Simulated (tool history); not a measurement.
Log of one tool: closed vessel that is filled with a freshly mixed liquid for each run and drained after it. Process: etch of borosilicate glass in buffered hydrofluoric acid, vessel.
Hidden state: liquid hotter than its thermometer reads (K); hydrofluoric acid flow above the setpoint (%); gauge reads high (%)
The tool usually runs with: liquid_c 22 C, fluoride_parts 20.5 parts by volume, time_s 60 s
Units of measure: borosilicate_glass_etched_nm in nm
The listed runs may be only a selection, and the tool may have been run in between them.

run	day	liquid_c	fluoride_parts	time_s	wafers since the last listed run	hours since the thermometer was replaced	hours since the hydrofluoric acid flow meter was replaced	hours since the gauge calibration	read-back film thickness of the borosilicate glass reference wafer, read on the same gauge (nm)	borosilicate_glass_etched_nm
1	0	22	20.5	60	0	236.6	1848.6	345.2	49.63	32.57
2	2.421	25.5	18	60	3790	294.7	1906.7	403.3	49.52	44.18
3	4.004	22	20.5	60	2478	332.7	1944.7	441.3	49.44	32.41
4	6.725	22	20.5	60	4259	398	2010	506.6	49.28	32.44
5	8.992	22	20.5	60	3548	452.4	2064.4	561	49.18	32.35
6	10.583	22	20.5	60	2491	490.6	2102.6	599.2	49.1	31.82
7	13.246	22	20.5	60	4168	554.5	2166.5	663.1	48.88	31.96
8	15.321	22	20.5	60	3248	604.3	2216.3	712.9	48.74	31.87
# day 17.038: gauge calibrated
9	17.821	26.5	20.5	60	3914	664.3	2276.3	18.8	50.11	41.81
# day 19.704: thermometer replaced
10	19.858	22	20.5	60	3124	3.7	2325.2	67.7	50.1	32.4
# day 20.138: hydrofluoric acid flow meter replaced
11	21.112	22	20.5	60	1898	33.8	23.4	97.8	50.11	32.77
12	22.692	26.5	16	70	2472	71.7	61.3	135.7	50.13	61.58
13	23.754	22	27	70	1663	97.2	86.8	161.2	50.1	31.22
14	25.158	22	20.5	60	2198	130.9	120.5	194.9	50.06	32.88
15	27.033	22	18	60	2935	175.9	165.5	239.9	49.98	37.08
16	35.421	20.5	20.5	30	13131	377.2	366.8	441.2	49.69	14.77

The tool's hidden state at each run:
liquid hotter than its thermometer reads (K): 0 across all the runs
hydrofluoric acid flow above the setpoint (%): 0 across all the runs
H1: gauge reads high (%)
run	H1
1	-0.75
2	-0.955
3	-1.11
4	-1.4
5	-1.67
6	-1.88
7	-2.26
8	-2.59
9	0.252
10	0.232
11	0.209
12	0.167
13	0.131
14	0.0748
15	-0.0176
16	-0.665

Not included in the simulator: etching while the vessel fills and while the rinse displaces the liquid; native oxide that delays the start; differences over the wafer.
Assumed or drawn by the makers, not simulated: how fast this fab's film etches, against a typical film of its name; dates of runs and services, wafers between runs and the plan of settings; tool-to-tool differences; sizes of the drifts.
